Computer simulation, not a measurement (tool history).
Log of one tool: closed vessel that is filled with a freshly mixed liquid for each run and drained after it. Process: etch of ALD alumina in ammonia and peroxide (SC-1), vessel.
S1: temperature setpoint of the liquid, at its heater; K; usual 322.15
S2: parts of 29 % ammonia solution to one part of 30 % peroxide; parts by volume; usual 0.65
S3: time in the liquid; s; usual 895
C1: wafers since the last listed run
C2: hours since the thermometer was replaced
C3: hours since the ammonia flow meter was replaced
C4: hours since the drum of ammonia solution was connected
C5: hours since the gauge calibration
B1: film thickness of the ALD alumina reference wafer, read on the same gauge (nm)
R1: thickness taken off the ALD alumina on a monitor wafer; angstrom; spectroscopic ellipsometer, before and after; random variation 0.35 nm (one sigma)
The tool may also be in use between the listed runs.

run	hour	S1	S2	S3	C1	C2	C3	C4	C5	B1	R1
1	0	322.15	0.65	895	0	653.1	1281.7	943	408.4	109.98	510
# hour 15.7: new drum of ammonia solution connected
2	24.2	322.15	0.65	895	1791	677.3	1305.9	8.5	432.6	110	507.6
3	63.1	322.15	0.65	895	3004	716.2	1344.8	47.4	471.5	110	514.5
4	94.3	322.15	0.65	895	2409	747.4	1376	78.6	502.7	109.99	509.4
5	158.1	314.65	0.55	895	4927	811.2	1439.8	142.4	566.5	110	327.6
6	208.6	314.65	0.55	895	3900	861.7	1490.3	192.9	617	110	327.1
7	278.9	314.65	0.55	895	5429	932	1560.6	263.2	687.3	109.97	333.8
8	310.3	322.15	0.65	895	2425	963.4	1592	294.6	718.7	109.95	512.5
9	359.5	326.65	0.65	895	3800	1012.6	1641.2	343.8	767.9	110.02	656.4
10	423.4	322.15	0.65	895	4935	1076.5	1705.1	407.7	831.8	110	514
11	486.1	322.15	0.65	895	4842	1139.2	1767.8	470.4	894.5	110.01	524.1
12	543.6	322.15	0.65	895	4441	1196.7	1825.3	527.9	952	110.02	518.3
13	583.7	322.15	0.65	895	3097	1236.8	1865.4	568	992.1	109.99	512
14	707.3	324.15	0.55	895	9546	1360.4	1989	691.6	1115.7	109.95	571.3
15	738.3	322.15	0.65	895	2394	1391.4	2020	722.6	1146.7	109.98	522.2
16	763.1	322.15	0.65	1420	1915	1416.2	2044.8	747.4	1171.5	109.99	831.9
17	904	314.15	0.45	745	10882	1557.1	2185.7	888.3	1312.4	110.02	264.4
18	941.6	322.15	0.65	895	2904	1594.7	2223.3	925.9	1350	109.98	529.8
# hour 959.3: ammonia flow meter replaced
19	993.7	322.15	0.65	895	3946	1646.8	34.4	978	1402.1	110	526
20	1020.8	328.15	0.8	550	2093	1673.9	61.5	1005.1	1429.2	110	449.8
21	1066.7	322.15	0.4	895	3545	1719.8	107.4	1051	1475.1	109.97	503.3
# hour 1070.9: new drum of ammonia solution connected
# hour 1072.1: thermometer replaced
22	1133	327.65	0.65	895	4966	60.9	173.7	62.1	1541.4	109.97	724.8
# hour 1135.7: gauge calibrated
23	1182.7	322.15	0.65	1410	3838	110.6	223.4	111.8	47	110.01	857.1
24	1221	330.65	0.9	740	2958	148.9	261.7	150.1	85.3	110.01	726.9
# hour 1285.7: thermometer replaced, repeated, since the last time left the tool worse
25	1290.5	322.15	0.65	895	5290	4.8	331.2	219.6	154.8	109.98	504.3
26	1335.2	319.15	0.95	400	3452	49.5	375.9	264.3	199.5	109.96	194.8
27	1372.3	322.15	0.65	895	2865	86.6	413	301.4	236.6	109.98	503.1
28	1420	322.15	0.45	1305	3684	134.3	460.7	349.1	284.3	109.98	705.7
29	1500.1	312.15	0.65	895	6186	214.4	540.8	429.2	364.4	110.01	283.6
30	1562.9	322.15	0.65	895	4850	277.2	603.6	492	427.2	109.99	498.2

3 ways to go on from here, each from the tool as it stands after run 30. What would each give?
A	1563.8	322.15	0.65	1175	69	278.1	604.5	492.9	428.1	?	?
B	1563.8	316.65	0.65	895	69	278.1	604.5	492.9	428.1	?	?
C	1563.8	325.15	0.4	895	69	278.1	604.5	492.9	428.1	?	?

run	B1	R1
A	109.99	659.3
B	109.99	368.3
C	109.99	565.2
Without the tool's hidden state the same runs would have given:
run	R1
A	653.9
B	365.1
C	560.6

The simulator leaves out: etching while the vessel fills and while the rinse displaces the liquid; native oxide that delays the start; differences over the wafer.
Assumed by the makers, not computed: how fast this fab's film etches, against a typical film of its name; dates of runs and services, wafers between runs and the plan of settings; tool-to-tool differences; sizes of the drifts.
